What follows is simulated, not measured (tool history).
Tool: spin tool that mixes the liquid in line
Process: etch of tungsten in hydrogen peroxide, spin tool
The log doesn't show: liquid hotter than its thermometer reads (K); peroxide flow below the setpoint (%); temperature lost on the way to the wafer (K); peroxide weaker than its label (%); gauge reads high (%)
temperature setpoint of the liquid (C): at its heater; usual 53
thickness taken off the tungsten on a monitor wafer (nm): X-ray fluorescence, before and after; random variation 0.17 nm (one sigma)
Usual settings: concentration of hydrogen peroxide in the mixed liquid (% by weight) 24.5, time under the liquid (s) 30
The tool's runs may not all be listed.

run	hour	temperature setpoint of the liquid (C)	concentration of hydrogen peroxide in the mixed liquid (% by weight)	time under the liquid (s)	wafers since the last listed run	hours since the thermometer was replaced	hours since the peroxide flow meter was replaced	hours since the heated supply line was repaired	hours since the drum of peroxide was connected	hours since the gauge calibration	read-back film thickness of the tungsten reference wafer, read on the same gauge (nm)	thickness taken off the tungsten on a monitor wafer (nm)
1	0	53	22.5	30	0	1906.4	742.4	2844.3	255.8	10.6	100.01	52.15
2	12.6	53	24.5	30	210	1919	755	2856.9	268.4	23.2	99.98	54.24
3	28.8	53	24.5	30	270	1935.2	771.2	2873.1	284.6	39.4	100.02	54.08
4	39.3	50	30	30	175	1945.7	781.7	2883.6	295.1	49.9	99.96	49.92
5	49.5	58	20.5	30	170	1955.9	791.9	2893.8	305.3	60.1	100.01	66.85
6	58.9	45	24.5	30	156	1965.3	801.3	2903.2	314.7	69.5	99.99	33.08
7	69.8	48.5	18	40	181	1976.2	812.2	2914.1	325.6	80.4	99.99	47.19
# hour 80.5: thermometer replaced
8	101.9	47.5	21	15	518	21.4	844.3	2946.2	357.7	112.5	99.99	17.83
# hour 112.5: peroxide flow meter replaced
9	115.8	53	24.5	15	215	35.3	3.3	2960.1	371.6	126.4	99.95	27.05
10	127.9	53	22	20	201	47.4	15.4	2972.2	383.7	138.5	99.98	34.05
11	135.3	57	24.5	40	123	54.8	22.8	2979.6	391.1	145.9	100.01	91.15
12	144	53	24.5	30	145	63.5	31.5	2988.3	399.8	154.6	99.97	54.08
13	152.3	53	20.5	45	138	71.8	39.8	2996.6	408.1	162.9	100.03	73.61
# hour 157.9: heated supply line repaired
14	159.6	53	24.5	30	105	79.1	47.1	1.7	415.4	170.2	99.99	53.94
15	171.7	61	29.5	25	201	91.2	59.2	13.8	427.5	182.3	99.97	78.39
# hour 178.2: new drum of peroxide connected
16	181	44	21	40	138	100.5	68.5	23.1	2.8	191.6	99.98	39.12
17	192.9	53	24.5	50	198	112.4	80.4	35	14.7	203.5	100	91.97
18	200.2	53	24.5	30	121	119.7	87.7	42.3	22	210.8	100	55.34
19	209.1	58	17.5	20	148	128.6	96.6	51.2	30.9	219.7	100.02	41.58
20	216.7	53	24.5	30	126	136.2	104.2	58.8	38.5	227.3	100.02	54.75
21	227.7	53	24.5	30	183	147.2	115.2	69.8	49.5	238.3	100.01	54.96
22	245.6	57	24.5	30	298	165.1	133.1	87.7	67.4	256.2	99.99	70
23	254.8	49.5	30	50	153	174.3	142.3	96.9	76.6	265.4	99.97	81.71
24	272.5	53	24.5	30	295	192	160	114.6	94.3	283.1	100.02	54.68
25	288.6	53	24.5	30	268	208.1	176.1	130.7	110.4	299.2	100.03	54.63
26	302.7	53	30	15	235	222.2	190.2	144.8	124.5	313.3	99.99	30.39

Forecast each of these 4 alternatives for the next run:
A	303.1	53	24.5	30	6	222.6	190.6	145.2	124.9	313.7	?	?
B	303.1	43.5	28.5	40	6	222.6	190.6	145.2	124.9	313.7	?	?
C	303.1	50	29	30	6	222.6	190.6	145.2	124.9	313.7	?	?
D	303.1	45	28	15	6	222.6	190.6	145.2	124.9	313.7	?	?

run	read-back film thickness of the tungsten reference wafer, read on the same gauge (nm)	thickness taken off the tungsten on a monitor wafer (nm)
A	99.99	54.63
B	99.99	43.68
C	99.99	49.56
D	99.99	17.85
Without the tool's hidden state the same runs would have given:
run	thickness taken off the tungsten on a monitor wafer (nm)
A	54.99
B	43.97
C	49.89
D	17.97
